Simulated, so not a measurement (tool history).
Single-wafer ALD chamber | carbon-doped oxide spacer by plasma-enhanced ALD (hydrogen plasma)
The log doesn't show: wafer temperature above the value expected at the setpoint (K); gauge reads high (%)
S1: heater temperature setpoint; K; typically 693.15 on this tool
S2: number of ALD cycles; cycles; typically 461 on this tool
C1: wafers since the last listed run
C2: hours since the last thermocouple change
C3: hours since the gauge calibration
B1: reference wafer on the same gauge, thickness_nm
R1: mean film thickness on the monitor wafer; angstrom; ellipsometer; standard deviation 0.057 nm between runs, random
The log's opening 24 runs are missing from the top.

{"run": 25, "hour": 286.1, "S1": 704.15, "S2": 492, "C1": 6, "C2": 114.8, "C3": 13.3, "B1": 20.8, "R1": 235.09}
{"run": 26, "hour": 326.9, "S1": 693.15, "S2": 388, "C1": 26, "C2": 155.6, "C3": 54.1, "B1": 20.792, "R1": 192.8}
{"run": 27, "hour": 334.2, "S1": 693.15, "S2": 461, "C1": 4, "C2": 162.9, "C3": 61.4, "B1": 20.795, "R1": 230.03}
{"run": 28, "hour": 344.1, "S1": 687.15, "S2": 546, "C1": 6, "C2": 172.8, "C3": 71.3, "B1": 20.802, "R1": 278.11}
{"run": 29, "hour": 355.3, "S1": 693.15, "S2": 419, "C1": 7, "C2": 184, "C3": 82.5, "B1": 20.809, "R1": 208.17}
{"run": 30, "hour": 363.2, "S1": 684.15, "S2": 461, "C1": 5, "C2": 191.9, "C3": 90.4, "B1": 20.802, "R1": 237.33}
{"run": 31, "hour": 373.9, "S1": 700.15, "S2": 507, "C1": 6, "C2": 202.6, "C3": 101.1, "B1": 20.801, "R1": 247.09}
{"run": 32, "hour": 387.4, "S1": 693.15, "S2": 461, "C1": 8, "C2": 216.1, "C3": 114.6, "B1": 20.8, "R1": 230.19}
{"run": 33, "hour": 397.1, "S1": 682.15, "S2": 500, "C1": 6, "C2": 225.8, "C3": 124.3, "B1": 20.813, "R1": 259.45}
{"run": 34, "hour": 405.0, "S1": 682.15, "S2": 437, "C1": 5, "C2": 233.7, "C3": 132.2, "B1": 20.795, "R1": 226.59}
{"run": 35, "hour": 427.8, "S1": 693.15, "S2": 461, "C1": 14, "C2": 256.5, "C3": 155, "B1": 20.806, "R1": 229.37}
{"run": 36, "hour": 447.0, "S1": 693.15, "S2": 461, "C1": 12, "C2": 275.7, "C3": 174.2, "B1": 20.792, "R1": 230.1}
{"run": 37, "hour": 455.2, "S1": 684.15, "S2": 370, "C1": 5, "C2": 283.9, "C3": 182.4, "B1": 20.798, "R1": 191.6}

Each row is a separate what-if for the run after 37, all from the same tool condition, not one after another. Results?
{"run": "A", "hour": 456.3, "S1": 693.15, "S2": 461, "C1": 0, "C2": 285, "C3": 183.5, "B1": "?", "R1": "?"}
{"run": "B", "hour": 456.3, "S1": 693.15, "S2": 523, "C1": 0, "C2": 285, "C3": 183.5, "B1": "?", "R1": "?"}
{"run": "C", "hour": 456.3, "S1": 693.15, "S2": 546, "C1": 0, "C2": 285, "C3": 183.5, "B1": "?", "R1": "?"}

run=A B1=20.796 R1=230.28
run=B B1=20.796 R1=261.25
run=C B1=20.796 R1=272.74
With no hidden state in the tool, these same runs would have given:
run=A R1=230.28
run=B R1=261.25
run=C R1=272.74
